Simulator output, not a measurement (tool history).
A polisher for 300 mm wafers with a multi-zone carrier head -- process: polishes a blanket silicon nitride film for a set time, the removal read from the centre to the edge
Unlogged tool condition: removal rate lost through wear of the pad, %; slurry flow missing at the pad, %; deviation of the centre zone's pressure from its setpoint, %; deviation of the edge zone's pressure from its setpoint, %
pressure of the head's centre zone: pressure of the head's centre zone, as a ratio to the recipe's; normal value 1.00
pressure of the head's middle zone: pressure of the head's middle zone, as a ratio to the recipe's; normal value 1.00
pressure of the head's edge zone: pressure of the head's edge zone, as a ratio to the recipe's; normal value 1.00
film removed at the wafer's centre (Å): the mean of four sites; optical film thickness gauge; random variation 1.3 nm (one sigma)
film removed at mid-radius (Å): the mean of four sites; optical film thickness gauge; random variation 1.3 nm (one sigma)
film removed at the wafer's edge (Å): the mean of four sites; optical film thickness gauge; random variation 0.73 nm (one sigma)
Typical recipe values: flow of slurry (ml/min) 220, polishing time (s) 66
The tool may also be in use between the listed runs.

| run | hour | flow of slurry (ml/min) | pressure of the head's centre zone | pressure of the head's middle zone | pressure of the head's edge zone | polishing time (s) | wafers since the last listed run | wafers polished on this pad | hours since the slurry nozzle was cleaned | hours since the centre zone pressure was calibrated | hours since the edge zone pressure was calibrated | hours since the carrier head's membrane was replaced | incoming thickness of the incoming film, nm | film removed at the wafer's centre (Å) | film removed at mid-radius (Å) | film removed at the wafer's edge (Å) |
|---|---|---|---|---|---|---|---|---|---|---|---|---|---|---|---|---|
| 1 | 0.0 | 220 | 1.00 | 1.00 | 1.00 | 66 | 0 | 1423 | 581.8 | 684.9 | 797.8 | 800.7 | 810.3 | 947 | 962 | 981 |
|  | 18.2 | worn pad replaced by a new one |
| 2 | 18.7 | 220 | 1.00 | 1.00 | 1.00 | 66 | 149 | 5 | 600.5 | 703.6 | 816.5 | 819.4 | 802.6 | 1014 | 1032 | 1075 |
|  | 25.4 | slurry nozzle cleaned |
|  | 40.1 | edge zone pressure recalibrated |
| 3 | 41.5 | 220 | 1.00 | 0.93 | 1.00 | 66 | 200 | 205 | 16.1 | 726.4 | 1.4 | 842.2 | 810.6 | 1146 | 1052 | 1133 |
| 4 | 76.9 | 220 | 1.00 | 1.00 | 0.90 | 66 | 358 | 564 | 51.5 | 761.8 | 36.8 | 877.6 | 799.1 | 1094 | 1126 | 1067 |
| 5 | 94.0 | 220 | 1.00 | 1.00 | 0.90 | 66 | 173 | 738 | 68.6 | 778.9 | 53.9 | 894.7 | 812.5 | 1070 | 1094 | 1048 |
| 6 | 123.7 | 190 | 1.10 | 1.00 | 1.00 | 46 | 301 | 1039 | 98.3 | 808.6 | 83.6 | 924.4 | 802.3 | 777 | 710 | 732 |
|  | 130.2 | carrier head's membrane replaced by a new one |
| 7 | 187.4 | 220 | 1.00 | 1.00 | 1.00 | 51 | 595 | 1634 | 162.0 | 872.3 | 147.3 | 57.2 | 810.1 | 729 | 741 | 752 |
|  | 193.5 | worn pad replaced by a new one |
| 8 | 201.0 | 260 | 0.91 | 0.96 | 1.04 | 66 | 97 | 75 | 175.6 | 885.9 | 160.9 | 70.8 | 801.9 | 1001 | 1087 | 1124 |
| 9 | 219.5 | 220 | 1.00 | 1.10 | 1.09 | 66 | 187 | 263 | 194.1 | 904.4 | 179.4 | 89.3 | 801.4 | 1051 | 1159 | 1121 |
| 10 | 251.6 | 220 | 1.00 | 1.00 | 1.00 | 51 | 325 | 588 | 226.2 | 936.5 | 211.5 | 121.4 | 813.2 | 809 | 822 | 845 |
| 11 | 272.5 | 220 | 1.00 | 1.11 | 1.11 | 66 | 211 | 800 | 247.1 | 957.4 | 232.4 | 142.3 | 822.3 | 1050 | 1132 | 1088 |
| 12 | 286.7 | 220 | 1.00 | 1.00 | 1.00 | 66 | 143 | 944 | 261.3 | 971.6 | 246.6 | 156.5 | 811.7 | 1020 | 1027 | 1045 |
| 13 | 308.6 | 220 | 1.00 | 1.10 | 1.00 | 75 | 222 | 1166 | 283.2 | 993.5 | 268.5 | 178.4 | 812.2 | 1152 | 1240 | 1160 |
| 14 | 328.4 | 190 | 0.97 | 1.08 | 1.00 | 44 | 200 | 1367 | 303.0 | 1013.3 | 288.3 | 198.2 | 810.8 | 609 | 678 | 651 |
| 15 | 347.2 | 220 | 1.00 | 1.00 | 1.00 | 66 | 190 | 1557 | 321.8 | 1032.1 | 307.1 | 217.0 | 812.7 | 944 | 952 | 975 |
|  | 357.1 | worn pad replaced by a new one |
|  | 362.2 | centre zone pressure recalibrated |
| 16 | 380.7 | 220 | 0.88 | 1.00 | 1.00 | 58 | 278 | 219 | 355.3 | 18.5 | 340.6 | 250.5 | 815.1 | 807 | 931 | 956 |
| 17 | 409.6 | 160 | 1.04 | 0.93 | 0.88 | 66 | 293 | 512 | 384.2 | 47.4 | 369.5 | 279.4 | 818.5 | 985 | 931 | 984 |
| 18 | 423.6 | 220 | 1.00 | 1.11 | 1.00 | 66 | 141 | 654 | 398.2 | 61.4 | 383.5 | 293.4 | 812.8 | 1032 | 1115 | 1060 |
| 19 | 446.6 | 220 | 1.00 | 1.00 | 0.97 | 66 | 233 | 887 | 421.2 | 84.4 | 406.5 | 316.4 | 820.4 | 1014 | 1009 | 1036 |
|  | 545.3 | worn pad replaced by a new one |
| 20 | 552.0 | 220 | 1.00 | 1.00 | 1.00 | 66 | 1028 | 67 | 526.6 | 189.8 | 511.9 | 421.8 | 797.8 | 1022 | 1046 | 1079 |
|  | 567.9 | slurry nozzle cleaned |
| 21 | 598.0 | 185 | 0.95 | 0.92 | 1.00 | 53 | 456 | 523 | 30.1 | 235.8 | 557.9 | 467.8 | 816.2 | 833 | 812 | 894 |

Predict each of these 5 candidate next runs independently; none follows another, all start after run 21:
| A | 598.4 | 220 | 1.00 | 0.92 | 1.00 | 66 | 4 | 527 | 30.5 | 236.2 | 558.3 | 468.2 | 807.7 | ? | ? | ? |
| B | 598.4 | 220 | 1.00 | 1.00 | 1.05 | 66 | 4 | 527 | 30.5 | 236.2 | 558.3 | 468.2 | 807.7 | ? | ? | ? |
| C | 598.4 | 250 | 1.08 | 1.05 | 1.10 | 66 | 4 | 527 | 30.5 | 236.2 | 558.3 | 468.2 | 807.7 | ? | ? | ? |
| D | 598.4 | 220 | 1.00 | 1.00 | 1.09 | 66 | 4 | 527 | 30.5 | 236.2 | 558.3 | 468.2 | 807.7 | ? | ? | ? |
| E | 598.4 | 200 | 1.09 | 0.94 | 1.00 | 80 | 4 | 527 | 30.5 | 236.2 | 558.3 | 468.2 | 807.7 | ? | ? | ? |

| run | film removed at the wafer's centre (Å) | film removed at mid-radius (Å) | film removed at the wafer's edge (Å) |
|---|---|---|---|
| A | 1123 | 1071 | 1136 |
| B | 1123 | 1148 | 1157 |
| C | 1237 | 1216 | 1193 |
| D | 1123 | 1148 | 1175 |
| E | 1462 | 1303 | 1362 |
Had the tool no hidden state, the same runs would have come out as:
| run | film removed at the wafer's centre (Å) | film removed at mid-radius (Å) | film removed at the wafer's edge (Å) |
|---|---|---|---|
| A | 1150 | 1096 | 1160 |
| B | 1151 | 1175 | 1181 |
| C | 1266 | 1243 | 1217 |
| D | 1151 | 1175 | 1200 |
| E | 1499 | 1335 | 1392 |
